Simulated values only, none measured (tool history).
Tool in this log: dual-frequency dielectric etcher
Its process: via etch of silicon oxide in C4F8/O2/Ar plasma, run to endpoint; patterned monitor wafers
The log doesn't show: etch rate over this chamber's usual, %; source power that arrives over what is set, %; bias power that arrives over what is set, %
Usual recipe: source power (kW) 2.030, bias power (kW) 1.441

run   hour  source power (kW)  bias power (kW)  wafers since the last listed run  hours since the last wet clean  hours since the last source power generator calibration  hours since the last bias power generator calibration  hours since the last upper electrode change  incoming incoming film thickness, nm  endpoint time (s)
  1    0.0              2.030            1.441                                 0                           128.3                                                   1235.1                                                 4257.8                                       2610.2                                1168.4              250.6
  2   33.2              2.030            1.441                               188                           161.5                                                   1268.3                                                 4291.0                                       2643.4                                1163.2              250.8
  3   68.4              2.030            1.441                               199                           196.7                                                   1303.5                                                 4326.2                                       2678.6                                1162.8              247.9
  4   97.4              2.030            1.441                               164                           225.7                                                   1332.5                                                 4355.2                                       2707.6                                1149.0              244.8
  5  112.2              1.850            1.614                                83                           240.5                                                   1347.3                                                 4370.0                                       2722.4                                1152.1              246.1
  6  138.9              2.030            1.266                               151                           267.2                                                   1374.0                                                 4396.7                                       2749.1                                1170.3              254.0
  7  171.3              2.030            1.266                               183                           299.6                                                   1406.4                                                 4429.1                                       2781.5                                1171.2              252.3
  8  201.8              2.030            1.441                               173                           330.1                                                   1436.9                                                 4459.6                                       2812.0                                1157.7              244.0
     212.9  -- bias power generator calibrated
  9  229.1              2.030            1.441                               132                           357.4                                                   1464.2                                                   16.2                                       2839.3                                1164.6              240.9
 10  263.1              2.030            1.441                               192                           391.4                                                   1498.2                                                   50.2                                       2873.3                                1180.5              245.0
 11  280.5              2.030            1.441                                98                           408.8                                                   1515.6                                                   67.6                                       2890.7                                1158.0              245.0
 12  313.4              2.030            1.441                               186                           441.7                                                   1548.5                                                  100.5                                       2923.6                                1158.7              242.4
 13  326.1              2.030            1.441                                72                           454.4                                                   1561.2                                                  113.2                                       2936.3                                1171.6              246.2
     355.1  -- wet clean of the chamber
     358.7  -- source power generator calibrated
 14  359.2              1.590            1.441                                31                             4.1                                                      0.5                                                  146.3                                       2969.4                                1165.2              282.6
 15  359.6              1.810            1.668                                 2                             4.5                                                      0.9                                                  146.7                                       2969.8                                1165.7              261.5
 16  390.4              1.750            1.083                               174                            35.3                                                     31.7                                                  177.5                                       3000.6                                1148.7              282.1
     434.5  -- upper electrode replaced
 17  435.0              1.560            1.792                               116                            79.9                                                     76.3                                                  222.1                                          0.5                                1165.9              269.1
 18  440.7              1.890            1.725                                32                            85.6                                                     82.0                                                  227.8                                          6.2                                1165.5              251.2
 19  475.0              2.030            1.441                               194                           119.9                                                    116.3                                                  262.1                                         40.5                                1165.8              253.1
 20  516.2              2.420            1.441                               233                           161.1                                                    157.5                                                  303.3                                         81.7                                1165.6              232.5
 21  536.8              2.460            1.690                               116                           181.7                                                    178.1                                                  323.9                                        102.3                                1153.4              222.5

Run 22 is up next; what results do you expect?
 22  556.7              2.030            1.441                               112                           201.6                                                    198.0                                                  343.8                                        122.2                                1151.5                  ?

{"run 22": {"endpoint time (s)": 251.7}}
If the tool had no hidden condition, the same run with the same run-to-run variation would have returned endpoint time (s) 255.8.
